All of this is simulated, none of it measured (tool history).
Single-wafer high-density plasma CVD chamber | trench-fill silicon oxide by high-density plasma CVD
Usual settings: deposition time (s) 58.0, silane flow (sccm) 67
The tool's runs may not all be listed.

run	day	deposition time (s)	silane flow (sccm)	read-back reference wafer on the same gauge, thickness_nm	mean film thickness on the monitor wafer (nm)
1	0.000	58.0	67	363.121	341.952
2	3.942	58.0	67	362.956	340.988
3	6.246	58.0	67	362.965	339.903
4	8.038	58.0	67	363.072	340.431
5	9.675	52.0	67	362.742	304.725
6	21.283	52.0	67	362.970	303.403
7	24.367	58.0	67	362.955	336.287
8	28.767	58.0	67	362.939	337.884
9	31.917	55.4	67	363.036	321.819
10	34.050	58.0	67	362.898	339.124
11	37.696	58.0	67	363.069	338.242
12	41.875	58.0	67	363.190	337.382
13	45.875	58.0	67	362.855	335.326
14	48.421	58.0	67	363.168	333.718
# day 51.021: gauge calibrated
# day 57.367: silane flow controller replaced
15	60.967	58.0	67	362.982	350.333
16	63.762	58.0	67	362.898	351.926
17	67.675	58.0	63	363.022	327.648
18	70.817	46.7	79	363.185	332.597
19	73.188	65.0	67	362.940	390.174
20	76.221	58.0	76	363.122	394.327
21	84.838	63.1	67	363.055	377.885
22	86.767	64.5	67	362.655	385.422
23	90.817	58.0	67	363.142	347.837
24	95.079	58.0	67	363.082	344.560
25	98.321	48.8	67	362.945	290.576
26	100.725	58.0	67	363.089	345.661
27	103.404	61.9	67	362.884	368.640
28	105.733	48.3	67	363.072	286.948
29	108.417	50.3	58	363.071	259.489
30	112.000	58.0	67	362.942	344.935
# day 113.158: gauge calibrated
31	118.233	49.6	73	363.094	319.968
32	120.333	66.6	67	362.895	394.372

Forecast each of these 3 alternatives for the next run:
A	120.350	58.0	67	?	?
B	120.350	49.9	60	?	?
C	120.350	58.0	57	?	?

run	read-back reference wafer on the same gauge, thickness_nm	mean film thickness on the monitor wafer (nm)
A	363.000	343.450
B	363.000	264.614
C	363.000	292.189
Without the tool's hidden state the same runs would have given:
run	mean film thickness on the monitor wafer (nm)
A	349.285
B	269.110
C	297.153

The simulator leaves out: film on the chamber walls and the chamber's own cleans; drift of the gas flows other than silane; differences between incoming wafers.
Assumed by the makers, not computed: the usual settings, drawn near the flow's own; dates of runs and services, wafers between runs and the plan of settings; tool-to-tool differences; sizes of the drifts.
